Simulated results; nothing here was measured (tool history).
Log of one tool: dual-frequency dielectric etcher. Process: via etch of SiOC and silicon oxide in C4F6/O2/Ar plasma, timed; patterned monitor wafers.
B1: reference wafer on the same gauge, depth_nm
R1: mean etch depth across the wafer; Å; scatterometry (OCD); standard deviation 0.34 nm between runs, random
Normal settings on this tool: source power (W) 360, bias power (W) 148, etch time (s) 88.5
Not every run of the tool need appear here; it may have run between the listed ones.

Run 1, day 0.000: usual settings but etch time (s) 80.5; B1 104.6. Result: R1 852 Å.
Run 2, day 4.388: usual settings; B1 104.8. Result: R1 937 Å.
Run 3, day 7.800: usual settings but bias power (W) 131; B1 104.8. Result: R1 901 Å.
Run 4, day 10.850: usual settings; B1 104.9. Result: R1 935 Å.
At day 12.246: source power generator calibrated.
Run 5, day 15.196: usual settings; B1 105.1. Result: R1 936 Å.
Run 6, day 17.312: usual settings; B1 105.2. Result: R1 933 Å.
Run 7, day 20.746: usual settings; B1 105.3. Result: R1 935 Å.
At day 26.712: wet clean of the chamber.
Run 8, day 28.404: usual settings; B1 105.6. Result: R1 941 Å.
At day 30.133: gauge calibrated.
Run 9, day 31.021: usual settings; B1 101.7. Result: R1 903 Å.
Run 10, day 34.554: usual settings; B1 101.8. Result: R1 900 Å.
At day 36.512: bias power generator calibrated.
Run 11, day 37.304: usual settings but source power (W) 340, bias power (W) 124; B1 101.9. Result: R1 843 Å.
Run 12, day 41.312: usual settings but source power (W) 410, bias power (W) 137, etch time (s) 66.0; B1 101.9. Result: R1 695 Å.
Run 13, day 43.258: usual settings; B1 102.0. Result: R1 918 Å.
Run 14, day 45.267: usual settings but source power (W) 440, etch time (s) 75.5; B1 102.2. Result: R1 831 Å.
Run 15, day 47.688: usual settings but source power (W) 440, bias power (W) 183, etch time (s) 77.0; B1 102.2. Result: R1 914 Å.
Run 16, day 50.304: usual settings but etch time (s) 99.5; B1 102.4. Result: R1 1021 Å.
At day 54.721: wet clean of the chamber.
Run 17, day 54.742: usual settings; B1 102.5. Result: R1 914 Å.
At day 58.596: upper electrode replaced.
Run 18, day 58.617: usual settings but source power (W) 290, bias power (W) 180, etch time (s) 68.5; B1 102.6. Result: R1 698 Å.
Run 19, day 61.083: usual settings but source power (W) 440, etch time (s) 79.0; B1 102.7. Result: R1 886 Å.
Run 20, day 64.983: usual settings but bias power (W) 161; B1 103.0. Result: R1 951 Å.
Run 21, day 71.146: usual settings but bias power (W) 133; B1 103.1. Result: R1 888 Å.
Run 22, day 73.212: usual settings; B1 103.1. Result: R1 916 Å.
Run 23, day 75.812: usual settings but source power (W) 330, bias power (W) 138, etch time (s) 110.5; B1 103.2. Result: R1 1085 Å.
At day 81.617: wet clean of the chamber.
Run 24, day 86.033: usual settings but source power (W) 430, bias power (W) 158; B1 103.5. Result: R1 1006 Å.
Run 25, day 87.888: usual settings but bias power (W) 119; B1 103.6. Result: R1 869 Å.
Run 26, day 90.892: usual settings but source power (W) 310, etch time (s) 82.0; B1 103.7. Result: R1 817 Å.
Run 27, day 93.567: usual settings; B1 103.8. Result: R1 924 Å.
Run 28, day 95.838: usual settings but source power (W) 380, bias power (W) 117, etch time (s) 98.0; B1 103.8. Result: R1 975 Å.
Run 29, day 98.121: usual settings but source power (W) 420, bias power (W) 135, etch time (s) 113.5; B1 103.9. Result: R1 1227 Å.

Run 30 comes next. What will it give?
Run 30, day 101.546: usual settings; B1 ?. Result: R1 ?.

Run 30 came out at B1 104.1, R1 931 Å.
If the tool had no hidden condition, the same run with the same run-to-run variation would have returned R1 910 Å.
